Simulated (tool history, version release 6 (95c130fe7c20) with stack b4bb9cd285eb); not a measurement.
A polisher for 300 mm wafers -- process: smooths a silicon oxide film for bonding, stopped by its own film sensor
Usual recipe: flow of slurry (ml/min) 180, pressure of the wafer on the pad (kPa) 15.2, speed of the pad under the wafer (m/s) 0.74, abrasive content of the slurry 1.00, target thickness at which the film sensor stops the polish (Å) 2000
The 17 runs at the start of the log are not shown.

| run | hour | flow of slurry (ml/min) | pressure of the wafer on the pad (kPa) | speed of the pad under the wafer (m/s) | abrasive content of the slurry | target thickness at which the film sensor stops the polish (Å) | incoming thickness of the incoming film, nm | time until the film sensor stopped the polish (s) |
|---|---|---|---|---|---|---|---|---|
| 18 | 420.9 | 180 | 15.2 | 0.74 | 1.00 | 2000 | 250.4 | 98.7 |
| 19 | 449.8 | 235 | 19.3 | 0.86 | 1.00 | 1820 | 248.4 | 89.3 |
| 20 | 481.8 | 180 | 15.2 | 0.74 | 1.00 | 2000 | 247.0 | 90.7 |
| 21 | 516.2 | 180 | 15.2 | 0.82 | 1.00 | 2000 | 250.5 | 91.1 |
|  | 521.1 | slurry nozzle cleaned |
| 22 | 541.2 | 180 | 15.2 | 0.74 | 1.00 | 2000 | 249.7 | 97.2 |
| 23 | 572.2 | 180 | 15.2 | 0.74 | 1.00 | 2000 | 251.1 | 101.2 |
|  | 587.0 | worn pad replaced by a new one |
| 24 | 607.8 | 180 | 15.2 | 0.74 | 0.90 | 2000 | 246.3 | 93.0 |
|  | 631.0 | slurry blender recalibrated |
| 25 | 632.2 | 180 | 15.2 | 0.58 | 1.15 | 2000 | 254.3 | 115.2 |
| 26 | 647.8 | 180 | 13.1 | 0.74 | 0.80 | 1940 | 250.4 | 138.5 |
| 27 | 664.6 | 180 | 15.2 | 0.74 | 0.80 | 2000 | 248.3 | 103.9 |
| 28 | 684.3 | 205 | 15.2 | 0.58 | 1.10 | 2000 | 247.2 | 97.8 |
| 29 | 698.6 | 220 | 15.2 | 0.84 | 1.15 | 2000 | 252.3 | 87.8 |
| 30 | 749.3 | 145 | 15.2 | 0.74 | 1.20 | 2000 | 251.2 | 94.4 |

Predict each of these 4 candidate next runs independently; none follows another, all start after run 30:
| A | 749.8 | 180 | 15.2 | 0.74 | 0.85 | 2000 | 247.1 | ? |
| B | 749.8 | 220 | 15.2 | 0.56 | 1.00 | 2000 | 247.1 | ? |
| C | 749.8 | 180 | 15.2 | 0.58 | 0.90 | 2000 | 247.1 | ? |
| D | 749.8 | 125 | 20.0 | 0.98 | 1.00 | 2090 | 247.1 | ? |

| run | time until the film sensor stopped the polish (s) |
|---|---|
| A | 96.6 |
| B | 101.0 |
| C | 106.4 |
| D | 50.1 |
Without the tool's hidden state the same runs would have given:
| run | time until the film sensor stopped the polish (s) |
|---|---|
| A | 96.6 |
| B | 101.0 |
| C | 106.4 |
| D | 50.1 |

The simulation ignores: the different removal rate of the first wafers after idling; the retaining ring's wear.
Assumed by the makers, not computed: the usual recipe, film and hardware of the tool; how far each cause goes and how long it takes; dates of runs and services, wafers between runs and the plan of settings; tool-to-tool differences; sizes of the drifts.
